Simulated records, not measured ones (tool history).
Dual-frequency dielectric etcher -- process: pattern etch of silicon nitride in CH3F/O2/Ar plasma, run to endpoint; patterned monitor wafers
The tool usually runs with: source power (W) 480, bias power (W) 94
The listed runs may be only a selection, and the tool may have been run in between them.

run,hour,source power (W),bias power (W),"incoming incoming film thickness, nm",endpoint time (s)
1,0,480,94,25.64,32.2
2,58.7,550,94,25.53,30.4
3,104.5,550,94,25.67,30.8
# hour 166.2: wet clean of the chamber
4,166.7,550,94,25.82,31
5,190.1,480,94,25.77,32.2
6,260.7,480,94,25.87,32.6
7,329,480,94,25.94,32.9
8,396,480,94,26.06,32.5
9,443.5,480,94,25.7,32.8
10,471.4,480,94,25.99,32.9
11,541.1,480,94,25.87,33.2
# hour 655.1: wet clean of the chamber
12,715.6,480,94,25.52,31.2
13,759.5,480,94,25.69,31.2
14,831.4,480,114,25.73,29.3
# hour 869.8: upper electrode replaced
15,874.2,360,106,25.92,33.2
# hour 909.8: source power generator calibrated
16,910.2,480,86,25.81,33.2
17,942.2,590,114,25.76,28.1
18,998.6,400,94,26.05,34.2
# hour 1073.3: wet clean of the chamber
19,1073.8,480,94,25.82,32.4
20,1111.7,480,106,25.73,31.1
21,1177,510,94,25.93,31.5
# hour 1216.6: bias power generator calibrated
22,1217.1,480,94,26,33
23,1247.1,480,94,25.84,32.3
24,1280.2,530,72,25.79,34.3
25,1319.7,480,117,25.91,30.4
26,1356.3,400,78,26.18,36.9
27,1386.3,480,103,25.77,31.5
28,1429.1,480,94,25.88,33.3
29,1479.6,590,111,25.59,28.8
# hour 1597.9: wet clean of the chamber
30,1598.4,480,94,25.81,32.2
31,1623.7,450,87,25.94,33.4
32,1653.7,430,109,25.55,30.8
33,1682.7,590,110,25.62,28.4
34,1727.6,570,103,25.97,29.4
35,1791.9,430,94,25.91,33.4

List, for all runs, the conditions of the tool that the log does not record:
source power that arrives over what is set, %: 0 in every run
bias power that arrives over what is set, %: 0 in every run
H1: etch rate over this chamber's usual, %
run,H1
1,-1.2
2,-1.59
3,-1.89
4,-0.716
5,-0.872
6,-1.34
7,-1.8
8,-2.24
9,-2.56
10,-2.74
11,-3.21
12,0.732
13,0.44
14,-0.0386
15,-0.323
16,-0.563
17,-0.776
18,-1.15
19,-0.407
20,-0.659
21,-1.09
22,-1.36
23,-1.56
24,-1.78
25,-2.04
26,-2.29
27,-2.49
28,-2.77
29,-3.11
30,0.0561
31,-0.112
32,-0.312
33,-0.505
34,-0.803
35,-1.23
